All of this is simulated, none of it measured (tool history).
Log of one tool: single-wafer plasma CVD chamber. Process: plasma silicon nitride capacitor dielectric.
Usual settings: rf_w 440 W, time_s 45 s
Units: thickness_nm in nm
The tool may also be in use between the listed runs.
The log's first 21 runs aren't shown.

run    hour  rf_w  time_s  wafers since the last listed run  hours since the last RF generator calibration  hours since the showerhead was replaced  hours since the gauge calibration  read-back reference wafer on the same gauge, thickness_nm  thickness_nm
 22   959.7   440      45                               357                                           68.4                                   5316.7                              498.2                                                     60.411        63.808
        986  -- showerhead replaced
 23  1014.7   440      45                               466                                          123.4                                     28.7                              553.2                                                     60.322        63.191
 24  1049.7   440    51.4                               347                                          158.4                                     63.7                              588.2                                                     60.434        72.155
 25  1101.5   500    48.5                               513                                          210.2                                    115.5                                640                                                     60.358        70.077
 26  1136.6   440      45                               348                                          245.3                                    150.6                              675.1                                                     60.367         63.14
 27  1211.7   440      45                               744                                          320.4                                    225.7                              750.2                                                     60.431        62.613
 28  1278.4   480    53.2                               661                                          387.1                                    292.4                              816.9                                                     60.304        75.516
 29  1320.8   440    36.5                               420                                          429.5                                    334.8                              859.3                                                     60.323        50.867
 30    1358   440    49.4                               368                                          466.7                                      372                              896.5                                                     60.417        69.075
 31  1410.1   440      45                               516                                          518.8                                    424.1                              948.6                                                     60.377        63.163
 32  1447.2   495    48.4                               367                                          555.9                                    461.2                              985.7                                                     60.365        69.267

The next listed run, before its measurement:
 33  1480.4   440      45                               329                                          589.1                                    494.4                             1018.9                                                          ?             ?

{"run 33": {"read-back reference wafer on the same gauge, thickness_nm": 60.417, "thickness_nm": 62.748}}
Without the tool's hidden state the same run would have given thickness_nm 63.44 nm.

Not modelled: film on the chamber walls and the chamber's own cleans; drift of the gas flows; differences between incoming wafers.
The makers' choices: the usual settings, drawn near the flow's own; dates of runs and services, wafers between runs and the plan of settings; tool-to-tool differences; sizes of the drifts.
